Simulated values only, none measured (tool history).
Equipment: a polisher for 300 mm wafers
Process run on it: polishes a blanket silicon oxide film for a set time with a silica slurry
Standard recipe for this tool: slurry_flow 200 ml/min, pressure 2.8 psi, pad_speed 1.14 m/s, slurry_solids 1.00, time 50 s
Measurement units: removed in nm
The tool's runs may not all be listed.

| run | day | slurry_flow | pressure | pad_speed | slurry_solids | time | incoming thickness of the incoming film, nm | removed |
|---|---|---|---|---|---|---|---|---|
| 1 | 0.000 | 200 | 2.8 | 0.90 | 1.00 | 50 | 862.7 | 80.5 |
| 2 | 1.192 | 200 | 2.8 | 1.14 | 1.00 | 50 | 871.0 | 93.1 |
| 3 | 3.917 | 260 | 2.8 | 1.34 | 1.00 | 42 | 868.8 | 86.1 |
| 4 | 5.592 | 170 | 2.8 | 1.14 | 1.00 | 50 | 870.6 | 88.3 |
|  | 7.288 | conditioning disc replaced and pad reconditioned |
| 5 | 7.417 | 225 | 2.0 | 1.14 | 1.00 | 50 | 873.6 | 76.8 |
|  | 8.117 | worn pad replaced by a new one |
| 6 | 10.204 | 200 | 3.1 | 1.14 | 1.00 | 50 | 865.1 | 114.3 |
| 7 | 11.896 | 160 | 3.7 | 1.34 | 1.20 | 50 | 877.5 | 152.1 |
|  | 13.429 | slurry nozzle cleaned |
| 8 | 13.771 | 155 | 2.8 | 1.14 | 1.25 | 50 | 861.0 | 105.9 |
|  | 14.129 | slurry blender recalibrated |
| 9 | 16.475 | 200 | 2.8 | 1.14 | 1.00 | 50 | 863.9 | 98.3 |
| 10 | 19.454 | 200 | 2.8 | 1.14 | 1.10 | 50 | 876.9 | 99.5 |
| 11 | 22.350 | 200 | 2.8 | 1.14 | 1.00 | 50 | 856.8 | 94.1 |
|  | 23.154 | worn pad replaced by a new one |
| 12 | 25.154 | 245 | 2.8 | 1.52 | 1.00 | 41 | 881.8 | 97.2 |
| 13 | 26.367 | 235 | 2.8 | 1.14 | 1.00 | 50 | 873.5 | 94.0 |
| 14 | 27.525 | 200 | 2.4 | 1.14 | 0.80 | 55 | 885.0 | 82.2 |
|  | 28.938 | slurry nozzle cleaned |
| 15 | 29.329 | 200 | 2.8 | 1.14 | 1.00 | 50 | 873.1 | 91.6 |
| 16 | 30.879 | 200 | 2.8 | 1.14 | 1.00 | 50 | 858.0 | 89.0 |
|  | 31.808 | slurry blender recalibrated |
| 17 | 32.125 | 135 | 2.8 | 1.54 | 1.20 | 68 | 864.1 | 150.8 |
|  | 32.879 | conditioning disc replaced and pad reconditioned |
|  | 33.704 | head pressure recalibrated |
| 18 | 34.612 | 200 | 2.8 | 1.14 | 1.00 | 50 | 873.1 | 105.3 |
| 19 | 37.233 | 200 | 2.2 | 1.14 | 1.00 | 50 | 889.7 | 82.5 |
|  | 38.971 | worn pad replaced by a new one |
| 20 | 39.912 | 200 | 2.2 | 1.14 | 1.00 | 64 | 870.4 | 105.7 |
| 21 | 42.042 | 200 | 2.4 | 1.00 | 1.00 | 50 | 862.8 | 78.2 |
|  | 45.350 | slurry nozzle cleaned |
| 22 | 46.092 | 145 | 2.8 | 1.14 | 1.25 | 67 | 857.5 | 135.0 |
| 23 | 47.117 | 200 | 2.8 | 0.88 | 1.00 | 50 | 884.5 | 81.7 |
|  | 48.038 | slurry blender recalibrated |
| 24 | 49.533 | 200 | 2.8 | 1.36 | 0.80 | 38 | 859.5 | 72.3 |

Below are 5 alternative next runs, each starting from the tool's condition after run 24. Predict each:
| A | 49.550 | 200 | 2.8 | 1.14 | 1.00 | 37 | 886.3 | ? |
| B | 49.550 | 200 | 2.8 | 1.14 | 1.15 | 50 | 886.3 | ? |
| C | 49.550 | 200 | 2.8 | 1.38 | 1.00 | 50 | 886.3 | ? |
| D | 49.550 | 200 | 2.8 | 1.14 | 1.20 | 35 | 886.3 | ? |
| E | 49.550 | 250 | 2.8 | 1.40 | 1.30 | 50 | 886.3 | ? |

| run | removed |
|---|---|
| A | 70.7 |
| B | 101.9 |
| C | 109.2 |
| D | 72.6 |
| E | 127.3 |
Take away the tool's hidden state, keep each run's random variation, and the runs would have read:
| run | removed |
|---|---|
| A | 79.0 |
| B | 113.8 |
| C | 124.3 |
| D | 81.1 |
| E | 145.1 |

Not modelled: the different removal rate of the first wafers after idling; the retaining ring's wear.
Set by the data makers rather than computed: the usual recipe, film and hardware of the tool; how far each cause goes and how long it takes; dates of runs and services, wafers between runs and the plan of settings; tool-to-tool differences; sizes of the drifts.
